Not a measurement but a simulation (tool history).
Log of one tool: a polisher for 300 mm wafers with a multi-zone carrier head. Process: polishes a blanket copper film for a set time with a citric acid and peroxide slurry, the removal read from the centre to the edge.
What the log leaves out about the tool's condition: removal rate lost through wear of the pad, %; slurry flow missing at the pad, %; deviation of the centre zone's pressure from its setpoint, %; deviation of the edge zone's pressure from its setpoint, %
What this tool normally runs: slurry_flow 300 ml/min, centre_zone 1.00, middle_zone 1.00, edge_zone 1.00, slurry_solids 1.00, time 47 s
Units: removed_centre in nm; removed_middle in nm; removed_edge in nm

| run | day | slurry_flow | centre_zone | middle_zone | edge_zone | slurry_solids | time | wafers since the last listed run | wafers polished on this pad | hours since the slurry nozzle was cleaned | hours since the centre zone pressure was calibrated | hours since the edge zone pressure was calibrated | hours since the carrier head's membrane was replaced | incoming thickness of the incoming film, nm | removed_centre | removed_middle | removed_edge |
|---|---|---|---|---|---|---|---|---|---|---|---|---|---|---|---|---|---|
| 1 | 0.000 | 255 | 1.00 | 1.00 | 1.00 | 1.00 | 47 | 0 | 1514 | 464.3 | 0.5 | 131.7 | 161.1 | 781.6 | 115.5 | 114.0 | 117.1 |
| 2 | 4.475 | 255 | 1.00 | 1.00 | 1.00 | 1.00 | 47 | 1091 | 2605 | 571.7 | 107.9 | 239.1 | 268.5 | 802.5 | 117.4 | 114.2 | 116.6 |
|  | 6.417 | slurry nozzle cleaned |
| 3 | 7.000 | 255 | 1.00 | 1.00 | 1.00 | 1.00 | 47 | 605 | 3210 | 14.0 | 168.5 | 299.7 | 329.1 | 781.9 | 120.6 | 116.5 | 116.3 |
|  | 10.333 | worn pad replaced by a new one |
| 4 | 10.792 | 300 | 1.04 | 1.00 | 0.94 | 1.00 | 47 | 883 | 111 | 105.0 | 259.5 | 390.7 | 420.1 | 802.5 | 126.6 | 116.4 | 117.2 |
|  | 10.988 | edge zone pressure recalibrated |
| 5 | 15.121 | 300 | 1.04 | 1.00 | 0.94 | 1.00 | 47 | 1035 | 1146 | 208.9 | 363.4 | 99.2 | 524.0 | 786.6 | 128.9 | 117.5 | 115.7 |
| 6 | 18.233 | 235 | 1.08 | 1.00 | 1.00 | 1.00 | 47 | 758 | 1905 | 283.6 | 438.1 | 173.9 | 598.7 | 794.9 | 134.3 | 113.8 | 116.5 |
| 7 | 21.729 | 255 | 1.00 | 1.00 | 1.00 | 1.00 | 47 | 852 | 2757 | 367.5 | 522.0 | 257.8 | 682.6 | 793.2 | 125.9 | 114.2 | 118.1 |
|  | 24.683 | worn pad replaced by a new one |
|  | 24.971 | edge zone pressure recalibrated |
| 8 | 25.954 | 300 | 1.00 | 1.00 | 1.00 | 1.00 | 47 | 969 | 289 | 468.9 | 623.4 | 23.6 | 784.0 | 795.4 | 127.7 | 117.4 | 117.3 |
| 9 | 28.471 | 300 | 1.00 | 1.00 | 1.00 | 1.00 | 47 | 613 | 902 | 529.3 | 683.8 | 84.0 | 844.4 | 792.8 | 131.7 | 118.4 | 116.6 |
|  | 28.854 | slurry nozzle cleaned |
| 10 | 32.688 | 400 | 1.00 | 1.00 | 1.00 | 1.00 | 47 | 1017 | 1920 | 92.0 | 785.0 | 185.2 | 945.6 | 788.3 | 130.5 | 120.4 | 119.2 |
|  | 34.575 | carrier head's membrane replaced by a new one |
| 11 | 35.217 | 300 | 1.00 | 1.00 | 0.89 | 1.00 | 47 | 565 | 2486 | 152.7 | 845.7 | 245.9 | 15.4 | 790.7 | 128.0 | 118.8 | 115.1 |
|  | 37.008 | centre zone pressure recalibrated |
| 12 | 37.288 | 300 | 0.93 | 1.00 | 1.00 | 0.75 | 47 | 484 | 2971 | 202.4 | 6.7 | 295.6 | 65.1 | 803.4 | 96.8 | 107.3 | 107.7 |
| 13 | 38.962 | 300 | 1.00 | 0.89 | 1.00 | 1.20 | 37 | 408 | 3379 | 242.6 | 46.9 | 335.8 | 105.3 | 788.7 | 93.8 | 87.7 | 97.8 |
|  | 40.608 | worn pad replaced by a new one |
|  | 41.438 | edge zone pressure recalibrated |
| 14 | 41.854 | 335 | 1.00 | 1.00 | 0.89 | 1.00 | 47 | 644 | 283 | 312.0 | 116.3 | 10.0 | 174.7 | 775.5 | 116.3 | 116.8 | 115.9 |
| 15 | 44.704 | 300 | 1.00 | 1.00 | 0.89 | 1.30 | 47 | 694 | 978 | 380.4 | 184.7 | 78.4 | 243.1 | 793.5 | 132.0 | 124.1 | 122.0 |
| 16 | 47.192 | 300 | 1.00 | 1.06 | 1.00 | 1.25 | 47 | 606 | 1585 | 440.1 | 244.4 | 138.1 | 302.8 | 799.1 | 129.1 | 130.4 | 126.6 |
| 17 | 50.358 | 300 | 1.06 | 1.00 | 0.92 | 1.30 | 33 | 772 | 2357 | 516.1 | 320.4 | 214.1 | 378.8 | 795.1 | 98.8 | 86.3 | 88.4 |
| 18 | 53.371 | 255 | 1.00 | 1.00 | 1.00 | 1.00 | 47 | 734 | 3091 | 588.4 | 392.7 | 286.4 | 451.1 | 794.1 | 121.7 | 114.8 | 115.4 |
|  | 54.750 | worn pad replaced by a new one |
| 19 | 55.067 | 255 | 1.00 | 1.00 | 1.00 | 1.00 | 47 | 372 | 77 | 629.1 | 433.4 | 327.1 | 491.8 | 781.8 | 121.1 | 113.5 | 118.1 |
|  | 56.217 | slurry nozzle cleaned |
| 20 | 57.567 | 300 | 0.96 | 0.97 | 1.00 | 1.20 | 47 | 599 | 676 | 32.4 | 493.4 | 387.1 | 551.8 | 788.0 | 126.9 | 119.8 | 125.0 |

5 options for the next run, each taken on its own from the tool as it stands now. Forecast them:
| A | 57.583 | 300 | 1.00 | 1.00 | 1.00 | 1.00 | 47 | 4 | 680 | 32.8 | 493.8 | 387.5 | 552.2 | 794.6 | ? | ? | ? |
| B | 57.583 | 300 | 1.07 | 1.00 | 1.00 | 1.00 | 47 | 4 | 680 | 32.8 | 493.8 | 387.5 | 552.2 | 794.6 | ? | ? | ? |
| C | 57.583 | 220 | 1.04 | 1.00 | 1.00 | 1.20 | 54 | 4 | 680 | 32.8 | 493.8 | 387.5 | 552.2 | 794.6 | ? | ? | ? |
| D | 57.583 | 300 | 1.00 | 1.00 | 1.11 | 1.10 | 47 | 4 | 680 | 32.8 | 493.8 | 387.5 | 552.2 | 794.6 | ? | ? | ? |
| E | 57.583 | 300 | 1.00 | 1.00 | 1.12 | 0.75 | 47 | 4 | 680 | 32.8 | 493.8 | 387.5 | 552.2 | 794.6 | ? | ? | ? |

| run | removed_centre | removed_middle | removed_edge |
|---|---|---|---|
| A | 121.4 | 117.3 | 119.0 |
| B | 129.9 | 117.3 | 119.0 |
| C | 149.2 | 138.9 | 141.8 |
| D | 124.9 | 120.7 | 126.6 |
| E | 110.8 | 107.1 | 112.6 |
The same runs, with their run-to-run variation unchanged, on a tool lacking any hidden condition would have given:
| run | removed_centre | removed_middle | removed_edge |
|---|---|---|---|
| A | 112.7 | 117.3 | 119.0 |
| B | 120.7 | 117.3 | 119.0 |
| C | 138.6 | 139.0 | 141.8 |
| D | 116.0 | 120.7 | 126.6 |
| E | 102.9 | 107.1 | 112.6 |
